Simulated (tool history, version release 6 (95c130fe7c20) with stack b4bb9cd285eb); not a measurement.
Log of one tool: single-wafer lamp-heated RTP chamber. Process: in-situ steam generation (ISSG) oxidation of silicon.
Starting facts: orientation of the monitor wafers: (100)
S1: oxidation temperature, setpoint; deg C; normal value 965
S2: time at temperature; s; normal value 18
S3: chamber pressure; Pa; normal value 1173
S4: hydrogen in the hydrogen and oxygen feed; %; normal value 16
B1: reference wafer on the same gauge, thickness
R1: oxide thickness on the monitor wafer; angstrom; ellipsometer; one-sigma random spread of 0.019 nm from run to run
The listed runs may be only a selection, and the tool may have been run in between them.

{"run": 1, "hour": 0.0, "S1": 965, "S2": 18, "S3": 1173, "S4": 16, "B1": 4.089, "R1": 43.93}
{"run": 2, "hour": 25.9, "S1": 965, "S2": 18, "S3": 1173, "S4": 16, "B1": 4.077, "R1": 44.41}
{"run": 3, "hour": 97.7, "S1": 965, "S2": 13, "S3": 1173, "S4": 16, "B1": 4.086, "R1": 38.73}
{"hour": 193.7, "done": "pyrometer window cleaned and pyrometer calibrated"}
{"run": 4, "hour": 221.6, "S1": 965, "S2": 13, "S3": 1173, "S4": 16, "B1": 4.079, "R1": 38.59}
{"run": 5, "hour": 273.0, "S1": 965, "S2": 13, "S3": 1173, "S4": 16, "B1": 4.078, "R1": 38.68}
{"run": 6, "hour": 309.5, "S1": 965, "S2": 18, "S3": 1173, "S4": 16, "B1": 4.082, "R1": 44.11}
{"run": 7, "hour": 372.7, "S1": 965, "S2": 18, "S3": 1173, "S4": 16, "B1": 4.074, "R1": 44.39}
{"hour": 576.2, "done": "pyrometer window cleaned and pyrometer calibrated"}
{"run": 8, "hour": 580.4, "S1": 965, "S2": 18, "S3": 1173, "S4": 16, "B1": 4.085, "R1": 43.6}
{"run": 9, "hour": 627.4, "S1": 965, "S2": 14, "S3": 1173, "S4": 16, "B1": 4.088, "R1": 39.41}
{"hour": 698.2, "done": "gauge calibrated"}
{"hour": 765.6, "done": "pressure gauge zeroed"}
{"run": 10, "hour": 795.7, "S1": 965, "S2": 14, "S3": 1173, "S4": 16, "B1": 4.077, "R1": 39.72}
{"run": 11, "hour": 846.7, "S1": 965, "S2": 18, "S3": 1173, "S4": 16, "B1": 4.083, "R1": 44.62}
{"run": 12, "hour": 891.9, "S1": 965, "S2": 18, "S3": 1173, "S4": 16, "B1": 4.074, "R1": 44.91}
{"run": 13, "hour": 920.2, "S1": 965, "S2": 18, "S3": 1173, "S4": 16, "B1": 4.078, "R1": 44.95}
{"hour": 940.9, "done": "pyrometer window cleaned and pyrometer calibrated"}
{"run": 14, "hour": 952.2, "S1": 972, "S2": 23, "S3": 1173, "S4": 16, "B1": 4.08, "R1": 49.56}
{"run": 15, "hour": 1015.2, "S1": 965, "S2": 18, "S3": 1173, "S4": 16, "B1": 4.082, "R1": 43.87}
{"run": 16, "hour": 1064.2, "S1": 971, "S2": 18, "S3": 1053, "S4": 19, "B1": 4.07, "R1": 46.73}
{"hour": 1087.4, "done": "hydrogen flow controller replaced"}
{"run": 17, "hour": 1119.2, "S1": 975, "S2": 22, "S3": 1333, "S4": 11, "B1": 4.077, "R1": 45.81}
{"run": 18, "hour": 1173.9, "S1": 965, "S2": 18, "S3": 1173, "S4": 16, "B1": 4.084, "R1": 44.54}
{"run": 19, "hour": 1216.7, "S1": 972, "S2": 18, "S3": 1027, "S4": 16, "B1": 4.082, "R1": 45.68}
{"hour": 1238.5, "done": "pyrometer window cleaned and pyrometer calibrated"}
{"run": 20, "hour": 1354.9, "S1": 965, "S2": 18, "S3": 1173, "S4": 16, "B1": 4.08, "R1": 44.19}
{"run": 21, "hour": 1535.1, "S1": 965, "S2": 13, "S3": 1293, "S4": 16, "B1": 4.082, "R1": 38.58}
{"hour": 1562.1, "done": "pyrometer window cleaned and pyrometer calibrated"}
{"run": 22, "hour": 1563.9, "S1": 965, "S2": 21, "S3": 1267, "S4": 13, "B1": 4.081, "R1": 44.43}
{"run": 23, "hour": 1623.3, "S1": 965, "S2": 20, "S3": 1067, "S4": 11, "B1": 4.077, "R1": 42.64}
{"run": 24, "hour": 1676.3, "S1": 965, "S2": 15, "S3": 1240, "S4": 19, "B1": 4.077, "R1": 41.87}

3 options for the next run, each taken on its own from the tool as it stands now. Forecast them:
{"run": "A", "hour": 1676.8, "S1": 965, "S2": 18, "S3": 1227, "S4": 16, "B1": "?", "R1": "?"}
{"run": "B", "hour": 1676.8, "S1": 965, "S2": 16, "S3": 1253, "S4": 16, "B1": "?", "R1": "?"}
{"run": "C", "hour": 1676.8, "S1": 983, "S2": 20, "S3": 1053, "S4": 25, "B1": "?", "R1": "?"}

run=A B1=4.082 R1=43.96
run=B B1=4.082 R1=41.72
run=C B1=4.082 R1=54.78
Had the tool no hidden state, the same runs would have come out as:
run=A R1=43.45
run=B R1=41.26
run=C R1=54.04
